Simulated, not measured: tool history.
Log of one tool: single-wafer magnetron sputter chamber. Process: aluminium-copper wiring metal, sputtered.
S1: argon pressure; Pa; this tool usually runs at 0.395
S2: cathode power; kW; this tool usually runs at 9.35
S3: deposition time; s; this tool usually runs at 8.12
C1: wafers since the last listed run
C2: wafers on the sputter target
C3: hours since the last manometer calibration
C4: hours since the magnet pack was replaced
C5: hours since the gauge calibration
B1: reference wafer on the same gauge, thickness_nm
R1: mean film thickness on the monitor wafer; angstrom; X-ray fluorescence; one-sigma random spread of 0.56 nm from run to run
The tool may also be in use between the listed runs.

Run 1, day 0: usual settings but S2 10 kW; C1 0; C2 2142; C3 3138.4; C4 10041; C5 777.7; B1 145.993. Result: R1 1425.16 angstrom.
Run 2, day 0.575: usual settings but S2 10 kW; C1 387; C2 2529; C3 3152.2; C4 10054.8; C5 791.5; B1 145.926. Result: R1 1421.68 angstrom.
Run 3, day 1.275: usual settings but S2 10 kW; C1 471; C2 3001; C3 3169; C4 10071.6; C5 808.3; B1 146.089. Result: R1 1421.08 angstrom.
Run 4, day 1.533: usual settings but S1 0.334 Pa; C1 174; C2 3175; C3 3175.2; C4 10077.8; C5 814.5; B1 146.035. Result: R1 1383.85 angstrom.
Run 5, day 2.217: usual settings but S1 0.334 Pa; C1 460; C2 3635; C3 3191.6; C4 10094.2; C5 830.9; B1 146.027. Result: R1 1383.36 angstrom.
Run 6, day 2.6: usual settings but S1 0.334 Pa; C1 258; C2 3893; C3 3200.8; C4 10103.4; C5 840.1; B1 145.913. Result: R1 1374.47 angstrom.
At day 3.217: sputter target and shields replaced.
At day 3.529: capacitance manometer re-zeroed and calibrated.
Run 7, day 3.55: usual settings; C1 203; C2 12; C3 0.5; C4 10126.2; C5 862.9; B1 145.93. Result: R1 1386.34 angstrom.
Run 8, day 3.612: usual settings; C1 42; C2 54; C3 2; C4 10127.7; C5 864.4; B1 146.009. Result: R1 1381.56 angstrom.
At day 4.138: magnet pack replaced.
Run 9, day 4.354: usual settings but S2 8.55 kW; C1 275; C2 329; C3 19.8; C4 5.2; C5 882.2; B1 145.934. Result: R1 1276.17 angstrom.
Run 10, day 4.738: usual settings but S1 0.524 Pa, S2 10.8 kW, S3 9.51 s; C1 258; C2 588; C3 29; C4 14.4; C5 891.4; B1 146.117. Result: R1 1691.59 angstrom.
At day 4.783: gauge calibrated.
Run 11, day 5.283: usual settings but S1 0.285 Pa, S2 7 kW, S3 7.49 s; C1 367; C2 955; C3 42.1; C4 27.5; C5 12; B1 145.892. Result: R1 1058.45 angstrom.
Run 12, day 5.838: usual settings but S1 0.515 Pa, S2 8.05 kW, S3 8.56 s; C1 373; C2 1329; C3 55.4; C4 40.8; C5 25.3; B1 145.881. Result: R1 1197.61 angstrom.
Run 13, day 6.438: usual settings but S1 0.515 Pa, S2 8.05 kW, S3 8.56 s; C1 404; C2 1733; C3 69.8; C4 55.2; C5 39.7; B1 146.112. Result: R1 1185.25 angstrom.
Run 14, day 6.971: usual settings but S2 10.2 kW; C1 359; C2 2092; C3 82.6; C4 68; C5 52.5; B1 146.052. Result: R1 1445.19 angstrom.
Run 15, day 8.404: usual settings; C1 965; C2 3058; C3 117; C4 102.4; C5 86.9; B1 145.924. Result: R1 1349.28 angstrom.
At day 9.129: sputter target and shields replaced.
Run 16, day 9.15: usual settings but S1 0.304 Pa, S3 9.37 s; C1 277; C2 13; C3 134.9; C4 120.3; C5 104.8; B1 146. Result: R1 1670.03 angstrom.
Run 17, day 9.171: usual settings but S3 8.76 s; C1 14; C2 27; C3 135.4; C4 120.8; C5 105.3; B1 146.055. Result: R1 1493.34 angstrom.
Run 18, day 9.829: usual settings but S1 0.327 Pa; C1 443; C2 470; C3 151.2; C4 136.6; C5 121.1; B1 146.036. Result: R1 1415.65 angstrom.
Run 19, day 10.5: usual settings; C1 451; C2 922; C3 167.3; C4 152.7; C5 137.2; B1 145.957. Result: R1 1359.32 angstrom.
Run 20, day 11.004: usual settings but S1 0.468 Pa, S2 10.45 kW, S3 8.63 s; C1 339; C2 1262; C3 179.4; C4 164.8; C5 149.3; B1 145.909. Result: R1 1516.54 angstrom.
Run 21, day 11.508: usual settings but S1 0.282 Pa, S2 8.6 kW, S3 7.56 s; C1 339; C2 1601; C3 191.5; C4 176.9; C5 161.4; B1 146.074. Result: R1 1239.45 angstrom.
Run 22, day 12.229: usual settings but S1 0.483 Pa; C1 485; C2 2087; C3 208.8; C4 194.2; C5 178.7; B1 145.815. Result: R1 1280.92 angstrom.
Run 23, day 12.625: usual settings but S1 0.332 Pa, S2 7.1 kW, S3 8.58 s; C1 266; C2 2354; C3 218.3; C4 203.7; C5 188.2; B1 145.971. Result: R1 1171.18 angstrom.
Run 24, day 13.338: usual settings but S1 0.498 Pa; C1 479; C2 2834; C3 235.4; C4 220.8; C5 205.3; B1 146.067. Result: R1 1274.89 angstrom.
At day 14.375: sputter target and shields replaced.
Run 25, day 14.854: usual settings but S2 10.1 kW; C1 797; C2 322; C3 271.8; C4 257.2; C5 241.7; B1 146.029. Result: R1 1476.91 angstrom.
Run 26, day 15.471: usual settings; C1 415; C2 737; C3 286.6; C4 272; C5 256.5; B1 145.806. Result: R1 1357.02 angstrom.
Run 27, day 16.017: usual settings but S2 7.5 kW, S3 6.84 s; C1 367; C2 1105; C3 299.7; C4 285.1; C5 269.6; B1 146.162. Result: R1 954.17 angstrom.
Run 28, day 16.683: usual settings but S2 10.8 kW; C1 449; C2 1554; C3 315.7; C4 301.1; C5 285.6; B1 145.861. Result: R1 1516.24 angstrom.
Run 29, day 17.117: usual settings; C1 291; C2 1846; C3 326.1; C4 311.5; C5 296; B1 146.034. Result: R1 1354.71 angstrom.
Run 30, day 17.75: usual settings; C1 426; C2 2273; C3 341.3; C4 326.7; C5 311.2; B1 146.009. Result: R1 1338.62 angstrom.
Run 31, day 18.225: usual settings but S1 0.505 Pa, S3 9.68 s; C1 319; C2 2593; C3 352.7; C4 338.1; C5 322.6; B1 145.995. Result: R1 1521.13 angstrom.
Run 32, day 18.904: usual settings but S1 0.332 Pa, S2 7.1 kW, S3 8.58 s; C1 457; C2 3050; C3 369; C4 354.4; C5 338.9; B1 146.04. Result: R1 1179.62 angstrom.
Run 33, day 19.621: usual settings but S1 0.462 Pa, S2 10.05 kW, S3 6.67 s; C1 482; C2 3533; C3 386.2; C4 371.6; C5 356.1; B1 145.912. Result: R1 1127.5 angstrom.
Run 34, day 20.175: usual settings; C1 373; C2 3906; C3 399.5; C4 384.9; C5 369.4; B1 145.989. Result: R1 1332.92 angstrom.

List, for all runs, the conditions of the tool that the log does not record:
true argon pressure above the setpoint (%): 0 at every run
gauge reads high (%): 0 at every run
H1: deposition rate above that of a new target (%)
run      H1
  1   -3.66
  2   -3.87
  3   -4.05
  4   -4.11
  5   -4.22
  6   -4.26
  7  -0.962
  8   -1.07
  9   -2.14
 10   -2.55
 11   -3.01
 12   -3.37
 13   -3.66
 14   -3.85
 15   -4.16
 16  -0.996
 17   -1.04
 18    -2.2
 19   -3.04
 20    -3.5
 21   -3.87
 22   -4.25
 23    -4.4
 24   -4.61
 25   -1.53
 26    -2.4
 27   -2.98
 28    -3.5
 29   -3.75
 30   -4.03
 31   -4.19
 32   -4.36
 33   -4.49
 34   -4.56
